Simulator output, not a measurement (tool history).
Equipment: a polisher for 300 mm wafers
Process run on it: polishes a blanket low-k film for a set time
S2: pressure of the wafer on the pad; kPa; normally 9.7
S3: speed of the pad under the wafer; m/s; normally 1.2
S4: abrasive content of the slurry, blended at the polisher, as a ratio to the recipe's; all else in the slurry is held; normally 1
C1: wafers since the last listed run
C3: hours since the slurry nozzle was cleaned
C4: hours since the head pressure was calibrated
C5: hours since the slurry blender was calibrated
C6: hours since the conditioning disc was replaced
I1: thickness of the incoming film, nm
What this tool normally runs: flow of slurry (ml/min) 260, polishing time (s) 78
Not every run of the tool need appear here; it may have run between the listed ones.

{"run": 1, "hour": 0.0, "flow of slurry (ml/min)": 260, "S2": 9.7, "S3": 1.2, "S4": 1, "polishing time (s)": 78, "C1": 0, "wafers polished on this pad": 772, "C3": 13.9, "C4": 635.7, "C5": 39, "C6": 24.2, "I1": 519.6, "film removed (nm)": 21.5}
{"run": 2, "hour": 30.2, "flow of slurry (ml/min)": 260, "S2": 9.7, "S3": 1.2, "S4": 1, "polishing time (s)": 78, "C1": 252, "wafers polished on this pad": 1025, "C3": 44.1, "C4": 665.9, "C5": 69.2, "C6": 54.4, "I1": 525.4, "film removed (nm)": 21.5}
{"run": 3, "hour": 62.0, "flow of slurry (ml/min)": 260, "S2": 9.7, "S3": 1.2, "S4": 1, "polishing time (s)": 58, "C1": 266, "wafers polished on this pad": 1292, "C3": 75.9, "C4": 697.7, "C5": 101, "C6": 86.2, "I1": 514, "film removed (nm)": 15.3}
{"hour": 92.5, "done": "worn pad replaced by a new one"}
{"run": 4, "hour": 96.5, "flow of slurry (ml/min)": 260, "S2": 9.7, "S3": 1.2, "S4": 1, "polishing time (s)": 58, "C1": 255, "wafers polished on this pad": 33, "C3": 110.4, "C4": 732.2, "C5": 135.5, "C6": 120.7, "I1": 527.3, "film removed (nm)": 15.5}
{"run": 5, "hour": 111.2, "flow of slurry (ml/min)": 260, "S2": 9.7, "S3": 1.2, "S4": 1, "polishing time (s)": 78, "C1": 123, "wafers polished on this pad": 156, "C3": 125.1, "C4": 746.9, "C5": 150.2, "C6": 135.4, "I1": 511.7, "film removed (nm)": 20.5}
{"run": 6, "hour": 138.3, "flow of slurry (ml/min)": 260, "S2": 11, "S3": 1.5, "S4": 1, "polishing time (s)": 78, "C1": 226, "wafers polished on this pad": 383, "C3": 152.2, "C4": 774, "C5": 177.3, "C6": 162.5, "I1": 525.3, "film removed (nm)": 25.9}
{"hour": 151.0, "done": "slurry blender recalibrated"}
{"run": 7, "hour": 167.4, "flow of slurry (ml/min)": 260, "S2": 11, "S3": 1.5, "S4": 1, "polishing time (s)": 78, "C1": 226, "wafers polished on this pad": 610, "C3": 181.3, "C4": 803.1, "C5": 16.4, "C6": 191.6, "I1": 510.3, "film removed (nm)": 29}
{"run": 8, "hour": 197.6, "flow of slurry (ml/min)": 315, "S2": 9.7, "S3": 1.2, "S4": 1, "polishing time (s)": 78, "C1": 252, "wafers polished on this pad": 863, "C3": 211.5, "C4": 833.3, "C5": 46.6, "C6": 221.8, "I1": 522.8, "film removed (nm)": 22.3}
{"run": 9, "hour": 230.9, "flow of slurry (ml/min)": 175, "S2": 9.7, "S3": 1.2, "S4": 1.1, "polishing time (s)": 78, "C1": 278, "wafers polished on this pad": 1142, "C3": 244.8, "C4": 866.6, "C5": 79.9, "C6": 255.1, "I1": 526.1, "film removed (nm)": 20.9}
{"run": 10, "hour": 245.7, "flow of slurry (ml/min)": 260, "S2": 9.7, "S3": 0.8, "S4": 1.25, "polishing time (s)": 78, "C1": 123, "wafers polished on this pad": 1266, "C3": 259.6, "C4": 881.4, "C5": 94.7, "C6": 269.9, "I1": 517.2, "film removed (nm)": 16.6}
{"run": 11, "hour": 261.0, "flow of slurry (ml/min)": 260, "S2": 9.7, "S3": 1.2, "S4": 1, "polishing time (s)": 78, "C1": 128, "wafers polished on this pad": 1394, "C3": 274.9, "C4": 896.7, "C5": 110, "C6": 285.2, "I1": 509.1, "film removed (nm)": 20.8}
{"hour": 283.4, "done": "conditioning disc replaced and pad reconditioned"}
{"run": 12, "hour": 283.9, "flow of slurry (ml/min)": 260, "S2": 11.7, "S3": 1.44, "S4": 1, "polishing time (s)": 78, "C1": 175, "wafers polished on this pad": 1569, "C3": 297.8, "C4": 919.6, "C5": 132.9, "C6": 0.5, "I1": 524.8, "film removed (nm)": 28.7}
{"hour": 290.8, "done": "worn pad replaced by a new one"}
{"run": 13, "hour": 316.6, "flow of slurry (ml/min)": 260, "S2": 9.7, "S3": 0.82, "S4": 1.1, "polishing time (s)": 78, "C1": 240, "wafers polished on this pad": 216, "C3": 330.5, "C4": 952.3, "C5": 165.6, "C6": 33.2, "I1": 516.4, "film removed (nm)": 15}
{"run": 14, "hour": 346.0, "flow of slurry (ml/min)": 335, "S2": 9.7, "S3": 1.2, "S4": 1.25, "polishing time (s)": 63, "C1": 246, "wafers polished on this pad": 462, "C3": 359.9, "C4": 981.7, "C5": 195, "C6": 62.6, "I1": 515.9, "film removed (nm)": 17}
{"hour": 372.0, "done": "slurry blender recalibrated"}
{"run": 15, "hour": 380.7, "flow of slurry (ml/min)": 260, "S2": 9.7, "S3": 1.2, "S4": 1, "polishing time (s)": 78, "C1": 273, "wafers polished on this pad": 736, "C3": 394.6, "C4": 1016.4, "C5": 8.7, "C6": 97.3, "I1": 525, "film removed (nm)": 21.7}
{"run": 16, "hour": 443.2, "flow of slurry (ml/min)": 185, "S2": 11.7, "S3": 1.2, "S4": 1, "polishing time (s)": 78, "C1": 523, "wafers polished on this pad": 1259, "C3": 457.1, "C4": 1078.9, "C5": 71.2, "C6": 159.8, "I1": 515.6, "film removed (nm)": 25.3}
{"run": 17, "hour": 459.8, "flow of slurry (ml/min)": 260, "S2": 9.7, "S3": 1.2, "S4": 1.25, "polishing time (s)": 78, "C1": 139, "wafers polished on this pad": 1399, "C3": 473.7, "C4": 1095.5, "C5": 87.8, "C6": 176.4, "I1": 517.1, "film removed (nm)": 22.9}
{"hour": 462.8, "done": "slurry nozzle cleaned"}
{"hour": 499.9, "done": "worn pad replaced by a new one, of another model than before"}
{"hour": 519.8, "done": "head pressure recalibrated"}
{"run": 18, "hour": 533.0, "flow of slurry (ml/min)": 260, "S2": 9.7, "S3": 1.2, "S4": 1.1, "polishing time (s)": 78, "C1": 554, "wafers polished on this pad": 260, "C3": 70.2, "C4": 13.2, "C5": 161, "C6": 249.6, "I1": 516, "film removed (nm)": 20.5}
{"run": 19, "hour": 553.5, "flow of slurry (ml/min)": 180, "S2": 9.7, "S3": 1.2, "S4": 0.85, "polishing time (s)": 65, "C1": 171, "wafers polished on this pad": 432, "C3": 90.7, "C4": 33.7, "C5": 181.5, "C6": 270.1, "I1": 529.7, "film removed (nm)": 14.4}
{"hour": 557.3, "done": "conditioning disc replaced and pad reconditioned"}
{"hour": 559.4, "done": "slurry blender recalibrated"}
{"run": 20, "hour": 565.7, "flow of slurry (ml/min)": 260, "S2": 13.1, "S3": 0.94, "S4": 1.15, "polishing time (s)": 92, "C1": 68, "wafers polished on this pad": 500, "C3": 102.9, "C4": 45.9, "C5": 6.3, "C6": 8.4, "I1": 510.9, "film removed (nm)": 29.8}
{"run": 21, "hour": 598.8, "flow of slurry (ml/min)": 260, "S2": 9.7, "S3": 1.2, "S4": 1, "polishing time (s)": 78, "C1": 277, "wafers polished on this pad": 778, "C3": 136, "C4": 79, "C5": 39.4, "C6": 41.5, "I1": 522.7, "film removed (nm)": 22.2}
{"run": 22, "hour": 655.9, "flow of slurry (ml/min)": 220, "S2": 9.7, "S3": 1.2, "S4": 1, "polishing time (s)": 78, "C1": 478, "wafers polished on this pad": 1256, "C3": 193.1, "C4": 136.1, "C5": 96.5, "C6": 98.6, "I1": 512.6, "film removed (nm)": 20.7}
{"hour": 689.3, "done": "worn pad replaced by a new one"}
{"run": 23, "hour": 690.7, "flow of slurry (ml/min)": 260, "S2": 9.7, "S3": 1.2, "S4": 1, "polishing time (s)": 87, "C1": 257, "wafers polished on this pad": 11, "C3": 227.9, "C4": 170.9, "C5": 131.3, "C6": 133.4, "I1": 528.4, "film removed (nm)": 23.6}
{"hour": 738.8, "done": "slurry blender recalibrated"}
{"run": 24, "hour": 776.7, "flow of slurry (ml/min)": 260, "S2": 11.7, "S3": 1.32, "S4": 1, "polishing time (s)": 92, "C1": 703, "wafers polished on this pad": 714, "C3": 313.9, "C4": 256.9, "C5": 37.9, "C6": 219.4, "I1": 513, "film removed (nm)": 32.5}

5 ways to go on from here, each from the tool as it stands after run 24. What would each give?
{"run": "A", "hour": 777.2, "flow of slurry (ml/min)": 260, "S2": 9.7, "S3": 0.8, "S4": 1, "polishing time (s)": 78, "C1": 4, "wafers polished on this pad": 719, "C3": 314.4, "C4": 257.4, "C5": 38.4, "C6": 219.9, "I1": 515, "film removed (nm)": "?"}
{"run": "B", "hour": 777.2, "flow of slurry (ml/min)": 330, "S2": 9.7, "S3": 1.56, "S4": 1, "polishing time (s)": 78, "C1": 4, "wafers polished on this pad": 719, "C3": 314.4, "C4": 257.4, "C5": 38.4, "C6": 219.9, "I1": 515, "film removed (nm)": "?"}
{"run": "C", "hour": 777.2, "flow of slurry (ml/min)": 260, "S2": 9.7, "S3": 1.6, "S4": 1, "polishing time (s)": 78, "C1": 4, "wafers polished on this pad": 719, "C3": 314.4, "C4": 257.4, "C5": 38.4, "C6": 219.9, "I1": 515, "film removed (nm)": "?"}
{"run": "D", "hour": 777.2, "flow of slurry (ml/min)": 260, "S2": 11, "S3": 1.46, "S4": 1, "polishing time (s)": 78, "C1": 4, "wafers polished on this pad": 719, "C3": 314.4, "C4": 257.4, "C5": 38.4, "C6": 219.9, "I1": 515, "film removed (nm)": "?"}
{"run": "E", "hour": 777.2, "flow of slurry (ml/min)": 260, "S2": 6.2, "S3": 1.34, "S4": 0.9, "polishing time (s)": 87, "C1": 4, "wafers polished on this pad": 719, "C3": 314.4, "C4": 257.4, "C5": 38.4, "C6": 219.9, "I1": 515, "film removed (nm)": "?"}

run=A film_removed_(nm)=17.5
run=B film_removed_(nm)=26.7
run=C film_removed_(nm)=26.4
run=D film_removed_(nm)=27.5
run=E film_removed_(nm)=18.9
Stripped of hidden state, with their random variation kept, the same runs would have yielded:
run=A film_removed_(nm)=17.5
run=B film_removed_(nm)=26.9
run=C film_removed_(nm)=26.5
run=D film_removed_(nm)=27.6
run=E film_removed_(nm)=19

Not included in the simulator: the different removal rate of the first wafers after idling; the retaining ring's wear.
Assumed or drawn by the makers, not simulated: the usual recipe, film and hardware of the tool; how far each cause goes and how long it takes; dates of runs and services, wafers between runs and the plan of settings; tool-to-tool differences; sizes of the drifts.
